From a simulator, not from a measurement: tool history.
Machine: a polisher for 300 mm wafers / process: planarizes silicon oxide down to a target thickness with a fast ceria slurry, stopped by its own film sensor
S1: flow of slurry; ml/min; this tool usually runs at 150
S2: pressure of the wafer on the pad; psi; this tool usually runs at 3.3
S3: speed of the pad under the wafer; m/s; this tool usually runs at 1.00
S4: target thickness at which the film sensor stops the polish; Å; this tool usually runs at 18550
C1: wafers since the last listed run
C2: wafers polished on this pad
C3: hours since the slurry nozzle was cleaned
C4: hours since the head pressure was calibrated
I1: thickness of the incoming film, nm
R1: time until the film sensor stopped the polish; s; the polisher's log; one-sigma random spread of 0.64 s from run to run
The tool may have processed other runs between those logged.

run 1 hour=0.0 | S1=150 S2=3.3 S3=1.00 S4=18550 | C1=0 C2=2380 C3=112.5 C4=220.0 | I1=3162.4 | R1=77.4
run 2 hour=41.6 | S1=150 S2=3.3 S3=1.00 S4=18550 | C1=612 C2=2993 C3=154.1 C4=261.6 | I1=3153.8 | R1=77.1
run 3 hour=78.6 | S1=150 S2=3.3 S3=1.00 S4=17140 | C1=545 C2=3538 C3=191.1 C4=298.6 | I1=3226.1 | R1=89.2
-- hour=100.7 head pressure recalibrated
-- hour=193.7 worn pad replaced by a new one
run 4 hour=253.9 | S1=150 S2=3.3 S3=1.00 S4=18550 | C1=2494 C2=886 C3=366.4 C4=153.2 | I1=3257.3 | R1=82.5
-- hour=307.0 slurry nozzle cleaned
run 5 hour=325.3 | S1=150 S2=3.3 S3=1.00 S4=18550 | C1=1037 C2=1923 C3=18.3 C4=224.6 | I1=3245.6 | R1=82.3
run 6 hour=370.3 | S1=150 S2=3.3 S3=1.00 S4=18550 | C1=662 C2=2586 C3=63.3 C4=269.6 | I1=3201.7 | R1=79.3
run 7 hour=411.4 | S1=150 S2=3.3 S3=1.00 S4=15430 | C1=605 C2=3192 C3=104.4 C4=310.7 | I1=3149.6 | R1=95.4
run 8 hour=446.9 | S1=115 S2=3.3 S3=1.00 S4=18550 | C1=523 C2=3715 C3=139.9 C4=346.2 | I1=3218.7 | R1=85.2
-- hour=452.7 head pressure recalibrated
run 9 hour=477.7 | S1=150 S2=3.3 S3=1.00 S4=18550 | C1=424 C2=4139 C3=170.7 C4=25.0 | I1=3196.8 | R1=79.7
run 10 hour=506.2 | S1=150 S2=3.3 S3=1.00 S4=18550 | C1=419 C2=4559 C3=199.2 C4=53.5 | I1=3211.0 | R1=79.9
-- hour=511.8 worn pad replaced by a new one
run 11 hour=544.1 | S1=150 S2=3.3 S3=1.00 S4=18550 | C1=499 C2=475 C3=237.1 C4=91.4 | I1=3271.6 | R1=84.3
run 12 hour=590.9 | S1=150 S2=3.3 S3=1.00 S4=18550 | C1=689 C2=1165 C3=283.9 C4=138.2 | I1=3239.6 | R1=81.6
run 13 hour=638.0 | S1=150 S2=3.3 S3=1.00 S4=15440 | C1=693 C2=1858 C3=331.0 C4=185.3 | I1=3263.1 | R1=102.0
run 14 hour=686.3 | S1=150 S2=3.3 S3=1.00 S4=15440 | C1=711 C2=2570 C3=379.3 C4=233.6 | I1=3163.6 | R1=97.0
-- hour=705.8 slurry nozzle cleaned
run 15 hour=757.6 | S1=150 S2=3.3 S3=1.00 S4=15440 | C1=1035 C2=3606 C3=51.8 C4=304.9 | I1=3221.0 | R1=99.3
run 16 hour=795.1 | S1=150 S2=3.3 S3=1.00 S4=18550 | C1=552 C2=4158 C3=89.3 C4=342.4 | I1=3166.1 | R1=77.9
-- hour=822.9 worn pad replaced by a new one
run 17 hour=827.4 | S1=150 S2=3.3 S3=1.00 S4=18550 | C1=416 C2=66 C3=121.6 C4=374.7 | I1=3266.5 | R1=84.2
-- hour=844.5 head pressure recalibrated
run 18 hour=870.4 | S1=150 S2=3.3 S3=1.00 S4=18550 | C1=604 C2=670 C3=164.6 C4=25.9 | I1=3198.5 | R1=78.9
run 19 hour=901.1 | S1=150 S2=3.3 S3=1.00 S4=18550 | C1=452 C2=1122 C3=195.3 C4=56.6 | I1=3207.4 | R1=79.4
run 20 hour=948.3 | S1=110 S2=3.0 S3=1.18 S4=18550 | C1=695 C2=1817 C3=242.5 C4=103.8 | I1=3155.1 | R1=78.8
run 21 hour=994.1 | S1=150 S2=2.6 S3=0.66 S4=18550 | C1=674 C2=2492 C3=288.3 C4=149.6 | I1=3234.5 | R1=143.7
run 22 hour=1024.3 | S1=150 S2=3.3 S3=1.00 S4=18550 | C1=444 C2=2937 C3=318.5 C4=179.8 | I1=3157.6 | R1=77.5
-- hour=1027.5 slurry nozzle cleaned
run 23 hour=1057.1 | S1=190 S2=2.2 S3=1.00 S4=20120 | C1=468 C2=3406 C3=29.6 C4=212.6 | I1=3222.5 | R1=102.3
run 24 hour=1082.7 | S1=150 S2=4.4 S3=0.78 S4=18550 | C1=377 C2=3783 C3=55.2 C4=238.2 | I1=3244.3 | R1=75.8

Run 25 has not been measured yet. What should we expect?
run 25 hour=1108.7 | S1=135 S2=3.3 S3=0.78 S4=22110 | C1=383 C2=4166 C3=81.2 C4=264.2 | I1=3234.6 | R1=?

Run 25 produced R1 75.7 s.
If the tool had no hidden condition, the same run with the same run-to-run variation would have returned R1 75.7 s.

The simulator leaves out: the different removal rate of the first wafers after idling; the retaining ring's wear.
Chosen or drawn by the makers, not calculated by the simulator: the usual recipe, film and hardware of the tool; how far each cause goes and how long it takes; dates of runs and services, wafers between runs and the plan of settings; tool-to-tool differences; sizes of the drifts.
